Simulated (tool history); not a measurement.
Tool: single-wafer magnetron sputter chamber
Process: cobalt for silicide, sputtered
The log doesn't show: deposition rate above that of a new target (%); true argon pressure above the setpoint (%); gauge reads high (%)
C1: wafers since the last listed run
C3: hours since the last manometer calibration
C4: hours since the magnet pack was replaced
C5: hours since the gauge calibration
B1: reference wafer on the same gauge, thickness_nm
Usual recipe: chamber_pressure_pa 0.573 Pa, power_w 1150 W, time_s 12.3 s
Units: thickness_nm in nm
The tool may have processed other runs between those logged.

{"run": 1, "hour": 0.0, "chamber_pressure_pa": 0.573, "power_w": 1150, "time_s": 11.6, "C1": 0, "wafers on the sputter target": 7602, "C3": 1580.4, "C4": 5143.7, "C5": 27.9, "B1": 6.351, "thickness_nm": 5.458}
{"run": 2, "hour": 44.3, "chamber_pressure_pa": 0.573, "power_w": 1150, "time_s": 12.3, "C1": 973, "wafers on the sputter target": 8576, "C3": 1624.7, "C4": 5188, "C5": 72.2, "B1": 6.351, "thickness_nm": 5.821}
{"run": 3, "hour": 72.1, "chamber_pressure_pa": 0.573, "power_w": 1150, "time_s": 12.3, "C1": 611, "wafers on the sputter target": 9188, "C3": 1652.5, "C4": 5215.8, "C5": 100, "B1": 6.35, "thickness_nm": 5.801}
{"hour": 110.6, "done": "sputter target and shields replaced"}
{"run": 4, "hour": 122.2, "chamber_pressure_pa": 0.573, "power_w": 1150, "time_s": 12.3, "C1": 925, "wafers on the sputter target": 254, "C3": 1702.6, "C4": 5265.9, "C5": 150.1, "B1": 6.35, "thickness_nm": 5.806}
{"run": 5, "hour": 167.1, "chamber_pressure_pa": 0.573, "power_w": 1150, "time_s": 12.3, "C1": 987, "wafers on the sputter target": 1241, "C3": 1747.5, "C4": 5310.8, "C5": 195, "B1": 6.351, "thickness_nm": 5.802}
{"run": 6, "hour": 202.1, "chamber_pressure_pa": 0.573, "power_w": 1150, "time_s": 12.3, "C1": 769, "wafers on the sputter target": 2011, "C3": 1782.5, "C4": 5345.8, "C5": 230, "B1": 6.349, "thickness_nm": 5.809}
{"run": 7, "hour": 254.0, "chamber_pressure_pa": 0.573, "power_w": 1150, "time_s": 12.3, "C1": 1141, "wafers on the sputter target": 3152, "C3": 1834.4, "C4": 5397.7, "C5": 281.9, "B1": 6.349, "thickness_nm": 5.804}
{"run": 8, "hour": 319.3, "chamber_pressure_pa": 0.573, "power_w": 1150, "time_s": 12.3, "C1": 1435, "wafers on the sputter target": 4588, "C3": 1899.7, "C4": 5463, "C5": 347.2, "B1": 6.35, "thickness_nm": 5.789}
{"run": 9, "hour": 370.3, "chamber_pressure_pa": 0.573, "power_w": 1150, "time_s": 13.1, "C1": 1121, "wafers on the sputter target": 5709, "C3": 1950.7, "C4": 5514, "C5": 398.2, "B1": 6.351, "thickness_nm": 6.206}
{"run": 10, "hour": 432.6, "chamber_pressure_pa": 0.573, "power_w": 1150, "time_s": 13.1, "C1": 1369, "wafers on the sputter target": 7079, "C3": 2013, "C4": 5576.3, "C5": 460.5, "B1": 6.349, "thickness_nm": 6.163}
{"run": 11, "hour": 482.8, "chamber_pressure_pa": 0.654, "power_w": 1300, "time_s": 14.8, "C1": 1103, "wafers on the sputter target": 8182, "C3": 2063.2, "C4": 5626.5, "C5": 510.7, "B1": 6.348, "thickness_nm": 7.531}
{"run": 12, "hour": 508.0, "chamber_pressure_pa": 0.426, "power_w": 950, "time_s": 10, "C1": 554, "wafers on the sputter target": 8736, "C3": 2088.4, "C4": 5651.7, "C5": 535.9, "B1": 6.35, "thickness_nm": 4.196}
{"hour": 516.4, "done": "capacitance manometer re-zeroed and calibrated"}
{"run": 13, "hour": 533.7, "chamber_pressure_pa": 0.41, "power_w": 1350, "time_s": 10.6, "C1": 389, "wafers on the sputter target": 9126, "C3": 17.3, "C4": 5677.4, "C5": 561.6, "B1": 6.351, "thickness_nm": 6.245}
{"hour": 569.3, "done": "sputter target and shields replaced"}
{"hour": 574.8, "done": "magnet pack replaced"}
{"run": 14, "hour": 582.5, "chamber_pressure_pa": 0.453, "power_w": 1150, "time_s": 11.5, "C1": 777, "wafers on the sputter target": 170, "C3": 66.1, "C4": 7.7, "C5": 610.4, "B1": 6.351, "thickness_nm": 5.746}
{"run": 15, "hour": 647.1, "chamber_pressure_pa": 0.573, "power_w": 1400, "time_s": 12.3, "C1": 1420, "wafers on the sputter target": 1590, "C3": 130.7, "C4": 72.3, "C5": 675, "B1": 6.35, "thickness_nm": 7.053}
{"run": 16, "hour": 697.0, "chamber_pressure_pa": 0.573, "power_w": 1150, "time_s": 12.3, "C1": 1097, "wafers on the sputter target": 2687, "C3": 180.6, "C4": 122.2, "C5": 724.9, "B1": 6.349, "thickness_nm": 5.855}
{"run": 17, "hour": 742.6, "chamber_pressure_pa": 0.77, "power_w": 1400, "time_s": 12.3, "C1": 1002, "wafers on the sputter target": 3690, "C3": 226.2, "C4": 167.8, "C5": 770.5, "B1": 6.348, "thickness_nm": 6.564}
{"run": 18, "hour": 803.4, "chamber_pressure_pa": 0.376, "power_w": 1150, "time_s": 14.7, "C1": 1336, "wafers on the sputter target": 5026, "C3": 287, "C4": 228.6, "C5": 831.3, "B1": 6.352, "thickness_nm": 7.586}
{"run": 19, "hour": 877.0, "chamber_pressure_pa": 0.505, "power_w": 1000, "time_s": 14.4, "C1": 1618, "wafers on the sputter target": 6645, "C3": 360.6, "C4": 302.2, "C5": 904.9, "B1": 6.351, "thickness_nm": 6.187}
{"run": 20, "hour": 941.2, "chamber_pressure_pa": 0.448, "power_w": 1150, "time_s": 12.3, "C1": 1411, "wafers on the sputter target": 8056, "C3": 424.8, "C4": 366.4, "C5": 969.1, "B1": 6.349, "thickness_nm": 6.142}
{"run": 21, "hour": 990.7, "chamber_pressure_pa": 0.573, "power_w": 1050, "time_s": 14.5, "C1": 1088, "wafers on the sputter target": 9144, "C3": 474.3, "C4": 415.9, "C5": 1018.6, "B1": 6.351, "thickness_nm": 6.325}
{"run": 22, "hour": 1031.9, "chamber_pressure_pa": 0.573, "power_w": 1150, "time_s": 12.3, "C1": 905, "wafers on the sputter target": 10050, "C3": 515.5, "C4": 457.1, "C5": 1059.8, "B1": 6.348, "thickness_nm": 5.821}
{"run": 23, "hour": 1089.3, "chamber_pressure_pa": 0.654, "power_w": 950, "time_s": 10.7, "C1": 1262, "wafers on the sputter target": 11312, "C3": 572.9, "C4": 514.5, "C5": 1117.2, "B1": 6.35, "thickness_nm": 4.134}
{"run": 24, "hour": 1120.8, "chamber_pressure_pa": 0.371, "power_w": 1000, "time_s": 12.3, "C1": 692, "wafers on the sputter target": 12005, "C3": 604.4, "C4": 546, "C5": 1148.7, "B1": 6.352, "thickness_nm": 5.55}
{"hour": 1129.9, "done": "sputter target and shields replaced"}
{"run": 25, "hour": 1174.1, "chamber_pressure_pa": 0.457, "power_w": 1000, "time_s": 10, "C1": 995, "wafers on the sputter target": 971, "C3": 657.7, "C4": 599.3, "C5": 1202, "B1": 6.349, "thickness_nm": 4.37}
{"run": 26, "hour": 1236.1, "chamber_pressure_pa": 0.502, "power_w": 1150, "time_s": 12.3, "C1": 1363, "wafers on the sputter target": 2334, "C3": 719.7, "C4": 661.3, "C5": 1264, "B1": 6.348, "thickness_nm": 5.986}
{"hour": 1358.9, "done": "gauge calibrated"}
{"run": 27, "hour": 1406.4, "chamber_pressure_pa": 0.638, "power_w": 1150, "time_s": 12.3, "C1": 3744, "wafers on the sputter target": 6078, "C3": 890, "C4": 831.6, "C5": 47.5, "B1": 6.353, "thickness_nm": 5.681}
{"run": 28, "hour": 1434.3, "chamber_pressure_pa": 0.379, "power_w": 1350, "time_s": 14.7, "C1": 613, "wafers on the sputter target": 6692, "C3": 917.9, "C4": 859.5, "C5": 75.4, "B1": 6.349, "thickness_nm": 8.679}
{"run": 29, "hour": 1475.4, "chamber_pressure_pa": 0.573, "power_w": 1150, "time_s": 12.3, "C1": 903, "wafers on the sputter target": 7595, "C3": 959, "C4": 900.6, "C5": 116.5, "B1": 6.349, "thickness_nm": 5.819}
{"run": 30, "hour": 1526.6, "chamber_pressure_pa": 0.573, "power_w": 1150, "time_s": 12.3, "C1": 1125, "wafers on the sputter target": 8721, "C3": 1010.2, "C4": 951.8, "C5": 167.7, "B1": 6.352, "thickness_nm": 5.815}
{"run": 31, "hour": 1590.0, "chamber_pressure_pa": 0.573, "power_w": 1150, "time_s": 13.9, "C1": 1393, "wafers on the sputter target": 10115, "C3": 1073.6, "C4": 1015.2, "C5": 231.1, "B1": 6.347, "thickness_nm": 6.564}
{"run": 32, "hour": 1618.4, "chamber_pressure_pa": 0.649, "power_w": 1250, "time_s": 10.7, "C1": 624, "wafers on the sputter target": 10739, "C3": 1102, "C4": 1043.6, "C5": 259.5, "B1": 6.351, "thickness_nm": 5.289}
{"hour": 1636.1, "done": "sputter target and shields replaced"}
{"run": 33, "hour": 1677.7, "chamber_pressure_pa": 0.573, "power_w": 900, "time_s": 12.3, "C1": 1127, "wafers on the sputter target": 915, "C3": 1161.3, "C4": 1102.9, "C5": 318.8, "B1": 6.351, "thickness_nm": 4.667}
{"run": 34, "hour": 1732.2, "chamber_pressure_pa": 0.371, "power_w": 1000, "time_s": 12.3, "C1": 1198, "wafers on the sputter target": 2113, "C3": 1215.8, "C4": 1157.4, "C5": 373.3, "B1": 6.346, "thickness_nm": 5.535}

How the hidden state differs across the entries between the runs, from the last listed run before each to the first after it:
Between runs 3 and 4: sputter target and shields replaced (hour 110.6)
  true argon pressure above the setpoint (%): 7.64 -> 7.71
  measured minus no-state result, thickness_nm: -0.091 -> -0.093 nm
Between runs 12 and 13: capacitance manometer re-zeroed and calibrated (hour 516.4)
  true argon pressure above the setpoint (%): 8.15 -> -0.639
  measured minus no-state result, thickness_nm: -0.05 -> +0.005 nm
Between runs 13 and 14: sputter target and shields replaced (hour 569.3); magnet pack replaced (hour 574.8)
  true argon pressure above the setpoint (%): -0.639 -> -0.0461
  measured minus no-state result, thickness_nm: +0.005 -> +0 nm
Between runs 24 and 25: sputter target and shields replaced (hour 1129.9)
  true argon pressure above the setpoint (%): 4.53 -> 4.84
  measured minus no-state result, thickness_nm: -0.031 -> -0.034 nm
Between runs 26 and 27: gauge calibrated (hour 1358.9)
  true argon pressure above the setpoint (%): 5.16 -> 5.94
  measured minus no-state result, thickness_nm: -0.054 -> -0.078 nm
Between runs 32 and 33: sputter target and shields replaced (hour 1636.1)
  true argon pressure above the setpoint (%): 6.7 -> 6.88
  measured minus no-state result, thickness_nm: -0.084 -> -0.066 nm
